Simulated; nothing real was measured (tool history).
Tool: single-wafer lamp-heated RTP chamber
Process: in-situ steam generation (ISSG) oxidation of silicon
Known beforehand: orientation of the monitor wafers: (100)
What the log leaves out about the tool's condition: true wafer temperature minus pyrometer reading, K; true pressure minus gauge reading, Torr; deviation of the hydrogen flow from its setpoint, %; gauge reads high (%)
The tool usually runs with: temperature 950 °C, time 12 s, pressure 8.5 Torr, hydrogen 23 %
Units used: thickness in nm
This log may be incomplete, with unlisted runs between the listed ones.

run,day,temperature,time,pressure,hydrogen,wafers since the last listed run,wafers since the last pyrometer calibration,hours since the pressure gauge was zeroed,hours since the hydrogen flow controller was replaced,hours since the gauge calibration,"read-back reference wafer on the same gauge, thickness",thickness
1,0.000,941,12,8.5,28,0,1045,2484.0,5872.9,284.7,3.901,4.248
# day 2.554: pyrometer window cleaned and pyrometer calibrated
2,4.888,941,12,8.5,28,843,431,2601.3,5990.2,402.0,3.915,4.234
3,6.679,941,12,8.5,28,331,763,2644.3,6033.2,445.0,3.922,4.222
4,8.108,950,12,8.5,26,264,1028,2678.6,6067.5,479.3,3.930,4.255
5,9.525,950,12,8.5,26,262,1290,2712.6,6101.5,513.3,3.938,4.289
# day 10.667: pyrometer window cleaned and pyrometer calibrated
6,10.688,950,12,8.5,23,153,3,2740.5,6129.4,541.2,3.940,4.142
7,12.225,950,12,8.5,23,284,288,2777.4,6166.3,578.1,3.946,4.137
8,13.788,950,9,8.5,23,289,577,2814.9,6203.8,615.6,3.947,3.739
# day 15.083: pressure gauge zeroed
9,15.325,950,12,8.5,23,222,800,5.8,6240.7,652.5,3.958,4.153
10,17.225,950,12,8.5,23,351,1152,51.4,6286.3,698.1,3.962,4.228
# day 19.183: hydrogen flow controller replaced
# day 19.596: pyrometer window cleaned and pyrometer calibrated
11,23.138,950,12,8.5,23,971,655,193.3,94.9,840.0,3.982,4.206
# day 23.371: gauge calibrated
12,24.275,950,16,8.5,17,210,866,220.6,122.2,21.7,3.855,4.241
13,25.717,935,8,9.6,23,266,1133,255.2,156.8,56.3,3.858,3.407
14,27.117,950,12,8.5,16,259,1392,288.8,190.4,89.9,3.860,3.733
# day 28.538: pyrometer window cleaned and pyrometer calibrated
15,28.558,964,9,7.5,32,205,3,323.4,225.0,124.5,3.865,4.187
16,36.004,950,16,8.5,23,1378,1382,502.1,403.7,303.2,3.893,4.631

Measured minus without-hidden-state, run by run (identical run-to-run variation in each term; gauge scatter may differ):
run,thickness
1,+0.054
2,+0.073
3,+0.080
4,+0.087
5,+0.093
6,+0.094
7,+0.099
8,+0.096
9,+0.112
10,+0.121
11,+0.143
12,+0.003
13,+0.007
14,+0.013
15,+0.019
16,+0.054
